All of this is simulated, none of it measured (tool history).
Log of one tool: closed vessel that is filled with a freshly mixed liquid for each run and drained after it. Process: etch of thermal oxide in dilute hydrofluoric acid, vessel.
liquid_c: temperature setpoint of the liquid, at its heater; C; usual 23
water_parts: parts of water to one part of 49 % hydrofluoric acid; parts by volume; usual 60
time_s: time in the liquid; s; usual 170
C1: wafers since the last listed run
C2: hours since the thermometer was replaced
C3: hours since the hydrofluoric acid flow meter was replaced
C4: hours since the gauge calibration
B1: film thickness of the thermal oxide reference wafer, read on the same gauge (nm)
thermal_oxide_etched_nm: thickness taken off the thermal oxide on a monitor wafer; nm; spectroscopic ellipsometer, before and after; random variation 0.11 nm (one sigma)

Run 1, day 0: usual settings but time_s 125 s; C1 0; C2 2073.4; C3 1341.9; C4 1219.3; B1 30. Result: thermal_oxide_etched_nm 9.7 nm.
Run 2, day 0.862: usual settings but time_s 125 s; C1 1871; C2 2094.1; C3 1362.6; C4 1240; B1 30. Result: thermal_oxide_etched_nm 9.8 nm.
Run 3, day 1.521: usual settings but water_parts 70 parts by volume; C1 1428; C2 2109.9; C3 1378.4; C4 1255.8; B1 29.99. Result: thermal_oxide_etched_nm 11.16 nm.
Run 4, day 2.983: usual settings but water_parts 45 parts by volume, time_s 230 s; C1 3173; C2 2145; C3 1413.5; C4 1290.9; B1 29.97. Result: thermal_oxide_etched_nm 24.79 nm.
Run 5, day 3.725: usual settings but water_parts 45 parts by volume, time_s 230 s; C1 1609; C2 2162.8; C3 1431.3; C4 1308.7; B1 30.01. Result: thermal_oxide_etched_nm 24.5 nm.
Run 6, day 4.683: usual settings but water_parts 45 parts by volume, time_s 230 s; C1 2079; C2 2185.8; C3 1454.3; C4 1331.7; B1 29.99. Result: thermal_oxide_etched_nm 24.52 nm.
At day 5.308: gauge calibrated.
Run 7, day 5.492: usual settings; C1 1754; C2 2205.2; C3 1473.7; C4 4.4; B1 30. Result: thermal_oxide_etched_nm 13.33 nm.
Run 8, day 6.45: usual settings; C1 2079; C2 2228.2; C3 1496.7; C4 27.4; B1 30. Result: thermal_oxide_etched_nm 13.5 nm.
Run 9, day 7.867: usual settings; C1 3074; C2 2262.2; C3 1530.7; C4 61.4; B1 30.01. Result: thermal_oxide_etched_nm 13.54 nm.
Run 10, day 9.062: usual settings but time_s 245 s; C1 2594; C2 2290.9; C3 1559.4; C4 90.1; B1 29.97. Result: thermal_oxide_etched_nm 19.04 nm.
Run 11, day 9.829: usual settings; C1 1663; C2 2309.3; C3 1577.8; C4 108.5; B1 30.03. Result: thermal_oxide_etched_nm 13.3 nm.
Run 12, day 10.662: usual settings; C1 1808; C2 2329.3; C3 1597.8; C4 128.5; B1 29.99. Result: thermal_oxide_etched_nm 13.56 nm.
Run 13, day 11.296: usual settings but water_parts 40 parts by volume; C1 1374; C2 2344.5; C3 1613; C4 143.7; B1 29.99. Result: thermal_oxide_etched_nm 20.46 nm.
Run 14, day 12.592: usual settings but water_parts 45 parts by volume, time_s 210 s; C1 2811; C2 2375.6; C3 1644.1; C4 174.8; B1 30. Result: thermal_oxide_etched_nm 22.42 nm.
At day 14.55: hydrofluoric acid flow meter replaced.
Run 15, day 15.025: usual settings; C1 5189; C2 2434; C3 11.4; C4 233.2; B1 30. Result: thermal_oxide_etched_nm 14.31 nm.
Run 16, day 16.254: usual settings but water_parts 80 parts by volume, time_s 120 s; C1 2667; C2 2463.5; C3 40.9; C4 262.7; B1 30. Result: thermal_oxide_etched_nm 7.42 nm.
Run 17, day 16.942: usual settings but liquid_c 24.5 C, water_parts 45 parts by volume, time_s 240 s; C1 1491; C2 2480; C3 57.4; C4 279.2; B1 30.01. Result: thermal_oxide_etched_nm 29.36 nm.
Run 18, day 17.7: usual settings but liquid_c 18 C; C1 1645; C2 2498.2; C3 75.6; C4 297.4; B1 30.02. Result: thermal_oxide_etched_nm 11.49 nm.
Run 19, day 18.308: usual settings but liquid_c 21 C, water_parts 30 parts by volume, time_s 135 s; C1 1320; C2 2512.8; C3 90.2; C4 312; B1 30. Result: thermal_oxide_etched_nm 21.6 nm.
Run 20, day 19.542: usual settings; C1 2676; C2 2542.4; C3 119.8; C4 341.6; B1 29.98. Result: thermal_oxide_etched_nm 14.38 nm.
At day 20.667: thermometer replaced.
Run 21, day 20.767: usual settings but liquid_c 19 C, water_parts 80 parts by volume, time_s 220 s; C1 2567; C2 2.4; C3 149.2; C4 371; B1 29.99. Result: thermal_oxide_etched_nm 11.61 nm.
Run 22, day 21.992: usual settings but water_parts 85 parts by volume; C1 2658; C2 31.8; C3 178.6; C4 400.4; B1 30. Result: thermal_oxide_etched_nm 9.92 nm.
Run 23, day 23.183: usual settings but liquid_c 26 C, water_parts 45 parts by volume, time_s 115 s; C1 2585; C2 60.4; C3 207.2; C4 429; B1 30.01. Result: thermal_oxide_etched_nm 15.08 nm.
At day 23.929: hydrofluoric acid flow meter replaced, repeated, since the last time left the tool worse.
Run 24, day 24.388: usual settings but liquid_c 21 C, water_parts 30 parts by volume, time_s 135 s; C1 2522; C2 89.3; C3 11; C4 457.9; B1 29.98. Result: thermal_oxide_etched_nm 19.11 nm.
Run 25, day 26.85: usual settings but liquid_c 28 C, water_parts 70 parts by volume, time_s 125 s; C1 5343; C2 148.4; C3 70.1; C4 517; B1 29.98. Result: thermal_oxide_etched_nm 9.44 nm.
Run 26, day 28.058: usual settings but liquid_c 26 C; C1 2622; C2 177.4; C3 99.1; C4 546; B1 30.01. Result: thermal_oxide_etched_nm 14.06 nm.
Run 27, day 28.758: usual settings but liquid_c 25 C, water_parts 70 parts by volume; C1 1518; C2 194.2; C3 115.9; C4 562.8; B1 30. Result: thermal_oxide_etched_nm 11.6 nm.
Run 28, day 29.938: usual settings but liquid_c 24.5 C, water_parts 50 parts by volume, time_s 250 s; C1 2558; C2 222.5; C3 144.2; C4 591.1; B1 29.99. Result: thermal_oxide_etched_nm 23.9 nm.
Run 29, day 30.95: usual settings but liquid_c 25.5 C, water_parts 90 parts by volume, time_s 85 s; C1 2197; C2 246.8; C3 168.5; C4 615.4; B1 30. Result: thermal_oxide_etched_nm 4.45 nm.
Run 30, day 32.908: usual settings but liquid_c 26.5 C, water_parts 75 parts by volume, time_s 120 s; C1 4249; C2 293.8; C3 215.5; C4 662.4; B1 29.99. Result: thermal_oxide_etched_nm 7.91 nm.
Run 31, day 33.721: usual settings but liquid_c 21 C, water_parts 80 parts by volume; C1 1763; C2 313.3; C3 235; C4 681.9; B1 30. Result: thermal_oxide_etched_nm 8.56 nm.
Run 32, day 35.196: usual settings but liquid_c 27 C, water_parts 50 parts by volume, time_s 120 s; C1 3200; C2 348.7; C3 270.4; C4 717.3; B1 30.02. Result: thermal_oxide_etched_nm 12.73 nm.
Run 33, day 36.546: usual settings but liquid_c 27.5 C, time_s 140 s; C1 2929; C2 381.1; C3 302.8; C4 749.7; B1 30. Result: thermal_oxide_etched_nm 12.29 nm.

Measured less the same run without the tool's hidden state. The same run-to-run variation is in both; the gauge's scatter may not be:
The hidden state here: liquid colder than its thermometer reads (K); hydrofluoric acid flow above the setpoint (%); gauge reads high (%).
run  thermal_oxide_etched_nm
  1                    +0.65
  2                    +0.66
  3                    +0.78
  4                    +1.71
  5                     +1.7
  6                    +1.72
  7                    +0.97
  8                    +0.98
  9                       +1
 10                    +1.44
 11                    +1.01
 12                    +1.04
 13                    +1.55
 14                    +1.73
 15                    +1.96
 16                    +1.04
 17                    +4.02
 18                    +1.59
 19                    +2.92
 20                    +2.02
 21                    +1.66
 22                    +1.44
 23                    +2.14
 24                    +0.08
 25                    +0.07
 26                    +0.11
 27                    +0.11
 28                    +0.24
 29                    +0.05
 30                    +0.11
 31                    +0.12
 32                     +0.2
 33                    +0.21
